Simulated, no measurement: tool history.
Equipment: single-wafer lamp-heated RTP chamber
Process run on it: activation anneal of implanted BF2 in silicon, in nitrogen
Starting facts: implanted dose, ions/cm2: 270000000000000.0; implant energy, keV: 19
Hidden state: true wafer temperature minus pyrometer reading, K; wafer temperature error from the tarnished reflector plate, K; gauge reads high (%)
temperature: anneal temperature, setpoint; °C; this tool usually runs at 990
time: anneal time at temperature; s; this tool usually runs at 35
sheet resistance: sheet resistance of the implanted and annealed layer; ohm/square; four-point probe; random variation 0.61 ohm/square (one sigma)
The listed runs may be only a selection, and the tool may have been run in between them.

| run | day | temperature | time | wafers since the last listed run | wafers since the last pyrometer calibration | wafers since the reflector plate was cleaned | hours since the gauge calibration | read-back reference wafer on the same gauge, sheet resistance | sheet resistance |
|---|---|---|---|---|---|---|---|---|---|
| 1 | 0 | 990 | 35 | 0 | 3118 | 9351 | 31.3 | 413.02 | 401.9 |
|  | 3.158 | pyrometer window cleaned and pyrometer calibrated |
| 2 | 3.679 | 984 | 35 | 1264 | 196 | 10616 | 119.6 | 413.06 | 405.78 |
| 3 | 4.808 | 990 | 26 | 426 | 623 | 11042 | 146.7 | 412.95 | 405.48 |
| 4 | 6.096 | 990 | 26 | 486 | 1109 | 11529 | 177.6 | 412.99 | 405.97 |
| 5 | 6.683 | 990 | 26 | 222 | 1331 | 11751 | 191.7 | 413.09 | 405.2 |
| 6 | 7.4 | 990 | 35 | 270 | 1602 | 12022 | 208.9 | 412.85 | 402.6 |
| 7 | 8.092 | 990 | 51 | 261 | 1864 | 12283 | 225.5 | 413.01 | 399.22 |
| 8 | 9.942 | 990 | 51 | 699 | 2563 | 12982 | 269.9 | 412.89 | 400.39 |
| 9 | 10.812 | 990 | 51 | 329 | 2892 | 13311 | 290.8 | 413.18 | 400.61 |
| 10 | 12.212 | 990 | 24 | 529 | 3421 | 13841 | 324.4 | 412.83 | 404.59 |
|  | 12.979 | reflector plate cleaned |
| 11 | 13.375 | 990 | 24 | 313 | 3734 | 150 | 352.3 | 413.04 | 404.05 |
|  | 13.908 | pyrometer window cleaned and pyrometer calibrated |
| 12 | 13.979 | 982 | 35 | 102 | 26 | 252 | 366.8 | 413 | 406.52 |
| 13 | 15.104 | 982 | 35 | 425 | 451 | 677 | 393.8 | 413.1 | 406.18 |
| 14 | 15.721 | 999 | 30 | 233 | 684 | 910 | 408.6 | 413.1 | 403.19 |
| 15 | 16.671 | 990 | 35 | 359 | 1043 | 1269 | 431.4 | 412.98 | 404.09 |
| 16 | 17.446 | 990 | 35 | 292 | 1336 | 1562 | 450 | 412.9 | 404.34 |
| 17 | 18.138 | 972 | 22 | 261 | 1597 | 1824 | 466.6 | 413.13 | 411 |
| 18 | 19.596 | 990 | 35 | 551 | 2148 | 2375 | 501.6 | 413.03 | 403.64 |
| 19 | 20.4 | 998 | 52 | 303 | 2452 | 2679 | 520.9 | 412.86 | 399.51 |
| 20 | 20.996 | 1010 | 54 | 225 | 2678 | 2904 | 535.2 | 412.93 | 396.7 |
| 21 | 21.875 | 990 | 35 | 332 | 3010 | 3236 | 556.3 | 412.95 | 403.16 |
| 22 | 22.858 | 969 | 25 | 371 | 3381 | 3608 | 579.9 | 413.09 | 410.59 |
|  | 23.321 | pyrometer window cleaned and pyrometer calibrated |
| 23 | 23.775 | 984 | 35 | 220 | 171 | 3828 | 601.9 | 412.93 | 405.02 |
| 24 | 24.621 | 990 | 54 | 319 | 491 | 4148 | 622.2 | 412.9 | 399.8 |
|  | 25.446 | gauge calibrated |
| 25 | 25.925 | 990 | 23 | 492 | 984 | 4641 | 11.5 | 412.91 | 406.86 |
| 26 | 28.329 | 990 | 35 | 908 | 1892 | 5549 | 69.2 | 412.88 | 403.5 |
| 27 | 29.375 | 1011 | 35 | 395 | 2287 | 5944 | 94.3 | 412.93 | 401.22 |
| 28 | 30.088 | 974 | 26 | 269 | 2557 | 6214 | 111.4 | 412.91 | 408.12 |
| 29 | 30.704 | 1015 | 40 | 233 | 2790 | 6447 | 126.2 | 413.16 | 398.7 |
| 30 | 31.488 | 990 | 35 | 296 | 3086 | 6743 | 145 | 413.01 | 402.4 |
| 31 | 32.071 | 979 | 18 | 220 | 3306 | 6963 | 159 | 412.95 | 407.99 |
|  | 33.275 | pyrometer window cleaned and pyrometer calibrated |
| 32 | 33.296 | 1002 | 48 | 336 | 7 | 7300 | 188.4 | 413.05 | 399.93 |
| 33 | 33.788 | 1011 | 28 | 185 | 193 | 7486 | 200.2 | 413 | 403.76 |
| 34 | 34.596 | 984 | 35 | 305 | 498 | 7792 | 219.6 | 413.16 | 405.2 |
| 35 | 35.283 | 984 | 35 | 259 | 758 | 8051 | 236.1 | 413.18 | 404.78 |
| 36 | 36.117 | 1005 | 20 | 314 | 1073 | 8366 | 256.1 | 413.09 | 405.84 |

Hidden condition of the tool, last listed run before each entry between runs versus first listed run after:
Logged between run 1 and run 2: pyrometer window cleaned and pyrometer calibrated (day 3.158)
  true wafer temperature minus pyrometer reading, K: 11 -> 1.46
  measured value less the no-hidden-state value, sheet resistance: -1.96 -> -0.48 ohm/square
Logged between run 10 and run 11: reflector plate cleaned (day 12.979)
  true wafer temperature minus pyrometer reading, K: 11.2 -> 12.5
  measured value less the no-hidden-state value, sheet resistance: -1.71 -> -1.83 ohm/square
Logged between run 11 and run 12: pyrometer window cleaned and pyrometer calibrated (day 13.908)
  true wafer temperature minus pyrometer reading, K: 12.5 -> 1.29
  measured value less the no-hidden-state value, sheet resistance: -1.83 -> -0.48 ohm/square
Logged between run 22 and run 23: pyrometer window cleaned and pyrometer calibrated (day 23.321)
  true wafer temperature minus pyrometer reading, K: 11.4 -> 1.17
  measured value less the no-hidden-state value, sheet resistance: -7.68 -> -0.39 ohm/square
Logged between run 24 and run 25: gauge calibrated (day 25.446)
  true wafer temperature minus pyrometer reading, K: 2.13 -> 3.62
  measured value less the no-hidden-state value, sheet resistance: -0.54 -> -0.72 ohm/square
Logged between run 31 and run 32: pyrometer window cleaned and pyrometer calibrated (day 33.275)
  true wafer temperature minus pyrometer reading, K: 10.6 -> 1.08
  measured value less the no-hidden-state value, sheet resistance: -3.86 -> -0.17 ohm/square
